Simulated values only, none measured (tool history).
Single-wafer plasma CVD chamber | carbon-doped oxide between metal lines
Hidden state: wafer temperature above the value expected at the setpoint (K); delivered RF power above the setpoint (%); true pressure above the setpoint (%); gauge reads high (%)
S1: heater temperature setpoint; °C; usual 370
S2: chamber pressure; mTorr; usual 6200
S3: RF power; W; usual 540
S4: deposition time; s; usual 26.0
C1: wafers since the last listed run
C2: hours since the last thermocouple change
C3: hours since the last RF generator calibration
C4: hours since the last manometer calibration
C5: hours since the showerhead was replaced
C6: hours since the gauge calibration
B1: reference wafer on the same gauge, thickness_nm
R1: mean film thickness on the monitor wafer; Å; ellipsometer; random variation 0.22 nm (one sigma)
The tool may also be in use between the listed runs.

run	hour	S1	S2	S3	S4	C1	C2	C3	C4	C5	C6	B1	R1
1	0.0	370	6200	540	26.0	0	2205.2	1653.8	2534.2	7962.9	122.7	126.376	1436.26
# hour 7.4: gauge calibrated
2	13.9	370	6200	540	26.0	311	2219.1	1667.7	2548.1	7976.8	6.5	126.957	1443.88
3	22.9	370	6200	540	26.0	201	2228.1	1676.7	2557.1	7985.8	15.5	126.919	1440.79
4	33.4	370	6200	540	26.0	235	2238.6	1687.2	2567.6	7996.3	26.0	126.857	1441.69
5	41.8	370	6200	540	26.0	188	2247.0	1695.6	2576.0	8004.7	34.4	126.836	1442.40
# hour 59.0: capacitance manometer re-zeroed and calibrated
# hour 62.0: showerhead replaced
6	62.5	370	6200	540	26.0	216	2267.7	1716.3	3.5	0.5	55.1	126.744	1441.24
7	71.2	370	6200	540	26.0	194	2276.4	1725.0	12.2	9.2	63.8	126.656	1438.12
8	82.4	370	6200	485	26.0	250	2287.6	1736.2	23.4	20.4	75.0	126.651	1364.24
9	91.6	377	6200	440	28.2	206	2296.8	1745.4	32.6	29.6	84.2	126.552	1385.82
# hour 108.9: RF generator calibrated
# hour 109.6: thermocouple changed; heater temperature recalibrated
10	110.1	357	6200	540	26.0	219	0.5	1.2	51.1	48.1	102.7	126.470	1476.26
11	113.3	381	7410	540	23.2	71	3.7	4.4	54.3	51.3	105.9	126.465	1274.42
12	123.5	381	6200	540	21.0	228	13.9	14.6	64.5	61.5	116.1	126.391	1142.73
13	131.1	370	6200	495	30.3	170	21.5	22.2	72.1	69.1	123.7	126.386	1599.48
# hour 134.3: gauge calibrated
14	144.7	370	5490	470	26.0	304	35.1	35.8	85.7	82.7	10.4	127.079	1322.93
15	159.1	357	6200	540	26.0	322	49.5	50.2	100.1	97.1	24.8	126.946	1484.83
16	171.4	370	6200	540	26.0	275	61.8	62.5	112.4	109.4	37.1	126.889	1437.81
17	186.9	370	6200	540	26.0	347	77.3	78.0	127.9	124.9	52.6	126.844	1439.77

What the log doesn't show, run by run:
wafer temperature above the value expected at the setpoint (K): 0 in every run
delivered RF power above the setpoint (%): 0 in every run
true pressure above the setpoint (%): 0 in every run
H1: gauge reads high (%)
run	H1
1	-0.501
2	-0.0245
3	-0.0605
4	-0.103
5	-0.136
6	-0.219
7	-0.254
8	-0.299
9	-0.335
10	-0.409
11	-0.422
12	-0.463
13	-0.493
14	0.0446
15	-0.013
16	-0.0622
17	-0.124
